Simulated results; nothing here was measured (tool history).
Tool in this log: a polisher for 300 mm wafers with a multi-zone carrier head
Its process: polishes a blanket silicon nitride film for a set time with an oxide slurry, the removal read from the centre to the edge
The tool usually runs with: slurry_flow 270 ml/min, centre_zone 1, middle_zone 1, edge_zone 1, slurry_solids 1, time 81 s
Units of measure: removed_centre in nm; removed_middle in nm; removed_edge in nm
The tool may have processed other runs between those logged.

| run | hour | slurry_flow | centre_zone | middle_zone | edge_zone | slurry_solids | time | incoming thickness of the incoming film, nm | removed_centre | removed_middle | removed_edge |
|---|---|---|---|---|---|---|---|---|---|---|---|
| 1 | 0 | 270 | 1 | 1 | 1 | 1 | 81 | 595.9 | 74.6 | 73.4 | 72.2 |
| 2 | 12.5 | 270 | 1 | 1 | 1 | 1 | 81 | 598.3 | 74.4 | 73.1 | 73 |
|  | 16.4 | slurry nozzle cleaned |
|  | 41.4 | centre zone pressure recalibrated |
|  | 43.2 | edge zone pressure recalibrated |
| 3 | 43.7 | 270 | 1 | 1 | 1 | 1 | 81 | 609.9 | 73.9 | 71.8 | 71.2 |
| 4 | 119.3 | 270 | 1 | 1 | 1 | 1 | 66 | 601.6 | 55.6 | 55.4 | 55.7 |
|  | 145.3 | worn pad replaced by a new one |
| 5 | 151 | 270 | 1 | 1 | 1 | 1 | 66 | 602.8 | 60.4 | 60.2 | 60 |
| 6 | 170 | 270 | 1 | 1 | 1 | 1 | 81 | 598.5 | 76.8 | 73.9 | 72.9 |
| 7 | 186.1 | 360 | 1 | 1.12 | 0.96 | 1.2 | 81 | 597 | 83.1 | 90 | 79.4 |
| 8 | 219.4 | 270 | 0.96 | 1 | 0.92 | 1.1 | 81 | 609.4 | 74.5 | 75.3 | 73.5 |
| 9 | 275.1 | 270 | 1 | 0.91 | 1 | 1 | 99 | 595.8 | 86.4 | 77.9 | 85.6 |
|  | 289.3 | worn pad replaced by a new one |
| 10 | 296.1 | 205 | 1 | 0.89 | 1.05 | 0.85 | 81 | 596.8 | 67.5 | 60.3 | 69 |
| 11 | 328.8 | 270 | 1 | 1 | 0.94 | 0.9 | 104 | 593.4 | 91.7 | 90.1 | 86.6 |
| 12 | 343.8 | 270 | 1 | 1.08 | 1.12 | 0.9 | 81 | 599.2 | 70.7 | 73.7 | 71.7 |
| 13 | 370 | 355 | 1 | 0.92 | 1.03 | 0.85 | 81 | 590.6 | 70.5 | 64.3 | 67.8 |
| 14 | 386.4 | 270 | 1 | 1 | 1 | 1 | 81 | 603 | 72.6 | 70.2 | 70.7 |
| 15 | 410.8 | 205 | 1 | 0.89 | 1.05 | 0.85 | 81 | 611.3 | 64.3 | 57.2 | 64.7 |
| 16 | 433.5 | 180 | 1 | 1 | 1.05 | 1 | 81 | 598.9 | 65.8 | 64.9 | 66 |
|  | 453.5 | worn pad replaced by a new one |
| 17 | 455.5 | 270 | 1 | 1 | 1 | 1 | 72 | 587.7 | 67.3 | 65.1 | 64.8 |
|  | 466.5 | edge zone pressure recalibrated |
| 18 | 490 | 270 | 0.92 | 1 | 1.08 | 1.25 | 81 | 597 | 74.4 | 79.6 | 79.6 |
| 19 | 507.5 | 270 | 1 | 1 | 1 | 1 | 81 | 600.6 | 74.2 | 72 | 72 |
| 20 | 523.9 | 270 | 1.05 | 1 | 1 | 1 | 81 | 609.4 | 77.3 | 71.6 | 71.9 |
| 21 | 547.3 | 205 | 1 | 0.89 | 1.05 | 0.85 | 81 | 604.7 | 66.4 | 58.2 | 65.1 |

Below are 4 alternative next runs, each starting from the tool's condition after run 21. Predict each:
| A | 547.7 | 270 | 1 | 1 | 1 | 1 | 81 | 604.8 | ? | ? | ? |
| B | 547.7 | 230 | 1 | 1 | 1 | 1 | 81 | 604.8 | ? | ? | ? |
| C | 547.7 | 270 | 1 | 0.94 | 1 | 1 | 61 | 604.8 | ? | ? | ? |
| D | 547.7 | 270 | 0.95 | 1 | 1 | 1 | 81 | 604.8 | ? | ? | ? |

| run | removed_centre | removed_middle | removed_edge |
|---|---|---|---|
| A | 71.6 | 71.7 | 70.8 |
| B | 70.1 | 70.3 | 69.7 |
| C | 53.9 | 51.3 | 53.3 |
| D | 68.4 | 71.7 | 70.8 |
Stripped of hidden state, with their random variation kept, the same runs would have yielded:
| run | removed_centre | removed_middle | removed_edge |
|---|---|---|---|
| A | 74.8 | 74.9 | 74 |
| B | 73.2 | 73.5 | 72.9 |
| C | 56.3 | 53.6 | 55.7 |
| D | 71.5 | 75 | 74 |
